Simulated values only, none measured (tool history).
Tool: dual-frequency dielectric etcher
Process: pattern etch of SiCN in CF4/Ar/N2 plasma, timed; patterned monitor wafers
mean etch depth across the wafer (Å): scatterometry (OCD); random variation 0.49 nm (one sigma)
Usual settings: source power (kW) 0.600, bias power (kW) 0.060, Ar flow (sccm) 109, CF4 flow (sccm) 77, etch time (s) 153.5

run,hour,source power (kW),bias power (kW),Ar flow (sccm),CF4 flow (sccm),etch time (s),wafers since the last listed run,hours since the last wet clean,hours since the last source power generator calibration,hours since the last bias power generator calibration,hours since the last Ar flow controller change,hours since the last CF4 flow controller change,hours since the last upper electrode change,hours since the gauge calibration,"read-back reference wafer on the same gauge, depth_nm",mean etch depth across the wafer (Å)
1,0.0,0.680,0.060,109,77,153.5,0,27.5,1655.9,0.5,2028.5,4563.5,3425.3,1049.3,169.9,1633
# hour 11.1: gauge calibrated
2,17.0,0.600,0.060,133,77,112.5,71,44.5,1672.9,17.5,2045.5,4580.5,3442.3,5.9,170.0,1060
3,47.4,0.560,0.060,109,84,153.5,128,74.9,1703.3,47.9,2075.9,4610.9,3472.7,36.3,169.7,1428
4,76.4,0.600,0.070,109,77,196.5,122,103.9,1732.3,76.9,2104.9,4639.9,3501.7,65.3,169.9,2035
5,92.9,0.600,0.060,133,77,112.5,69,120.4,1748.8,93.4,2121.4,4656.4,3518.2,81.8,170.1,1064
6,118.3,0.600,0.060,109,77,153.5,107,145.8,1774.2,118.8,2146.8,4681.8,3543.6,107.2,170.1,1477
7,153.5,0.600,0.060,109,77,153.5,148,181.0,1809.4,154.0,2182.0,4717.0,3578.8,142.4,170.0,1487
8,167.0,0.500,0.060,109,77,153.5,57,194.5,1822.9,167.5,2195.5,4730.5,3592.3,155.9,170.0,1289
9,188.3,0.600,0.060,109,82,153.5,89,215.8,1844.2,188.8,2216.8,4751.8,3613.6,177.2,170.0,1495
# hour 200.3: source power generator calibrated
# hour 215.4: Ar flow controller replaced
# hour 228.6: upper electrode replaced
# hour 258.4: CF4 flow controller replaced
10,262.8,0.510,0.060,109,77,193.0,191,290.3,62.5,263.3,47.4,4.4,34.2,251.7,170.1,1644
11,285.3,0.680,0.060,109,77,153.5,95,312.8,85.0,285.8,69.9,26.9,56.7,274.2,170.2,1640
12,303.4,0.600,0.050,118,93,183.5,76,330.9,103.1,303.9,88.0,45.0,74.8,292.3,170.0,1658
13,338.7,0.600,0.045,109,77,153.5,149,366.2,138.4,339.2,123.3,80.3,110.1,327.6,170.1,1291
14,359.0,0.600,0.060,109,77,153.5,85,386.5,158.7,359.5,143.6,100.6,130.4,347.9,170.0,1478
15,393.3,0.600,0.060,109,77,153.5,144,420.8,193.0,393.8,177.9,134.9,164.7,382.2,170.1,1483
# hour 433.3: wet clean of the chamber
16,433.8,0.680,0.060,109,91,153.5,69,0.5,233.5,434.3,218.4,175.4,205.2,422.7,169.8,1683
17,434.2,0.600,0.060,92,77,153.5,1,0.9,233.9,434.7,218.8,175.8,205.6,423.1,170.0,1504
18,444.2,0.660,0.052,87,77,196.0,42,10.9,243.9,444.7,228.8,185.8,215.6,433.1,170.1,1945
19,458.5,0.510,0.060,122,77,114.0,60,25.2,258.2,459.0,243.1,200.1,229.9,447.4,170.0,960
20,481.3,0.470,0.060,91,64,153.5,96,48.0,281.0,481.8,265.9,222.9,252.7,470.2,169.9,1218

Forecast each of these 5 alternatives for the next run:
A,481.8,0.600,0.060,124,77,153.5,2,48.5,281.5,482.3,266.4,223.4,253.2,470.7,?,?
B,481.8,0.600,0.069,126,77,153.5,2,48.5,281.5,482.3,266.4,223.4,253.2,470.7,?,?
C,481.8,0.700,0.060,132,77,153.5,2,48.5,281.5,482.3,266.4,223.4,253.2,470.7,?,?
D,481.8,0.600,0.060,109,77,140.0,2,48.5,281.5,482.3,266.4,223.4,253.2,470.7,?,?
E,481.8,0.600,0.070,109,67,116.0,2,48.5,281.5,482.3,266.4,223.4,253.2,470.7,?,?

run,"read-back reference wafer on the same gauge, depth_nm",mean etch depth across the wafer (Å)
A,169.7,1463
B,169.7,1560
C,169.7,1641
D,169.7,1351
E,169.7,1176
Without the tool's hidden state the same runs would have given:
run,mean etch depth across the wafer (Å)
A,1463
B,1560
C,1641
D,1351
E,1176
